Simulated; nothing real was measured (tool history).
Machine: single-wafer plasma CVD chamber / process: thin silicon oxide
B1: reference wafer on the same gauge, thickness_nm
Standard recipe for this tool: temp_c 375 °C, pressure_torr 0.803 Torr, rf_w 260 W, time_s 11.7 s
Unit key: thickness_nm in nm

run 1 hour=0.0 | temp_c=375 pressure_torr=0.803 rf_w=260 time_s=11.2 | B1=22.393 | thickness_nm=19.836
run 2 hour=16.7 | temp_c=375 pressure_torr=0.803 rf_w=260 time_s=11.7 | B1=22.415 | thickness_nm=20.574
run 3 hour=29.3 | temp_c=375 pressure_torr=0.803 rf_w=260 time_s=11.7 | B1=22.399 | thickness_nm=20.875
run 4 hour=50.9 | temp_c=375 pressure_torr=0.803 rf_w=260 time_s=11.7 | B1=22.386 | thickness_nm=20.591
run 5 hour=60.3 | temp_c=375 pressure_torr=0.645 rf_w=260 time_s=11.7 | B1=22.408 | thickness_nm=16.379
run 6 hour=74.4 | temp_c=375 pressure_torr=0.803 rf_w=260 time_s=11.7 | B1=22.421 | thickness_nm=20.726
run 7 hour=84.4 | temp_c=375 pressure_torr=0.647 rf_w=260 time_s=11.7 | B1=22.398 | thickness_nm=16.557
run 8 hour=93.6 | temp_c=375 pressure_torr=0.803 rf_w=260 time_s=11.7 | B1=22.402 | thickness_nm=20.726
run 9 hour=105.5 | temp_c=375 pressure_torr=0.803 rf_w=260 time_s=11.7 | B1=22.396 | thickness_nm=20.722
run 10 hour=120.4 | temp_c=375 pressure_torr=0.803 rf_w=260 time_s=11.7 | B1=22.407 | thickness_nm=20.792
run 11 hour=172.7 | temp_c=362 pressure_torr=0.897 rf_w=245 time_s=10.1 | B1=22.408 | thickness_nm=19.115
run 12 hour=179.0 | temp_c=368 pressure_torr=0.993 rf_w=260 time_s=12.5 | B1=22.410 | thickness_nm=26.682
run 13 hour=189.2 | temp_c=389 pressure_torr=0.803 rf_w=260 time_s=11.7 | B1=22.404 | thickness_nm=20.388
run 14 hour=207.1 | temp_c=375 pressure_torr=0.803 rf_w=260 time_s=11.7 | B1=22.410 | thickness_nm=20.566
run 15 hour=208.7 | temp_c=386 pressure_torr=0.803 rf_w=280 time_s=13.7 | B1=22.392 | thickness_nm=25.266
run 16 hour=217.9 | temp_c=375 pressure_torr=0.803 rf_w=260 time_s=11.7 | B1=22.409 | thickness_nm=20.659
run 17 hour=225.8 | temp_c=369 pressure_torr=0.892 rf_w=260 time_s=11.7 | B1=22.403 | thickness_nm=22.834
run 18 hour=248.6 | temp_c=364 pressure_torr=0.690 rf_w=220 time_s=11.7 | B1=22.414 | thickness_nm=16.065
run 19 hour=254.0 | temp_c=375 pressure_torr=0.878 rf_w=260 time_s=11.7 | B1=22.384 | thickness_nm=22.409
run 20 hour=266.1 | temp_c=375 pressure_torr=0.803 rf_w=260 time_s=11.0 | B1=22.399 | thickness_nm=19.499
run 21 hour=272.6 | temp_c=375 pressure_torr=0.803 rf_w=260 time_s=11.7 | B1=22.406 | thickness_nm=20.599
run 22 hour=287.0 | temp_c=375 pressure_torr=0.803 rf_w=220 time_s=12.7 | B1=22.388 | thickness_nm=20.150
run 23 hour=293.9 | temp_c=384 pressure_torr=0.859 rf_w=300 time_s=11.7 | B1=22.416 | thickness_nm=23.810
run 24 hour=310.6 | temp_c=375 pressure_torr=0.803 rf_w=260 time_s=11.7 | B1=22.401 | thickness_nm=20.689
run 25 hour=319.2 | temp_c=385 pressure_torr=0.803 rf_w=240 time_s=11.7 | B1=22.400 | thickness_nm=19.597
run 26 hour=327.7 | temp_c=375 pressure_torr=0.640 rf_w=235 time_s=11.7 | B1=22.398 | thickness_nm=15.245
run 27 hour=342.3 | temp_c=371 pressure_torr=0.969 rf_w=260 time_s=9.5 | B1=22.386 | thickness_nm=19.811
run 28 hour=366.4 | temp_c=375 pressure_torr=0.877 rf_w=260 time_s=13.5 | B1=22.404 | thickness_nm=25.812
run 29 hour=389.2 | temp_c=375 pressure_torr=0.803 rf_w=260 time_s=11.7 | B1=22.404 | thickness_nm=20.665

Removed from this log: 5 entries logged between the listed runs. Between which two listed runs does each belong, and how does the tool's hidden state at the listed run before it compare with that at the listed run after it?
Runs 3 to 4: capacitance manometer re-zeroed and calibrated (hour 50.4)
  the hidden state is the same at both runs
Runs 12 to 13: gauge calibrated (hour 181.8)
  the hidden state is the same at both runs
Runs 13 to 14: RF generator calibrated (hour 206.6)
  the hidden state is the same at both runs
Runs 17 to 18: thermocouple changed; heater temperature recalibrated (hour 242.5); showerhead replaced (hour 248.1)
  the hidden state is the same at both runs
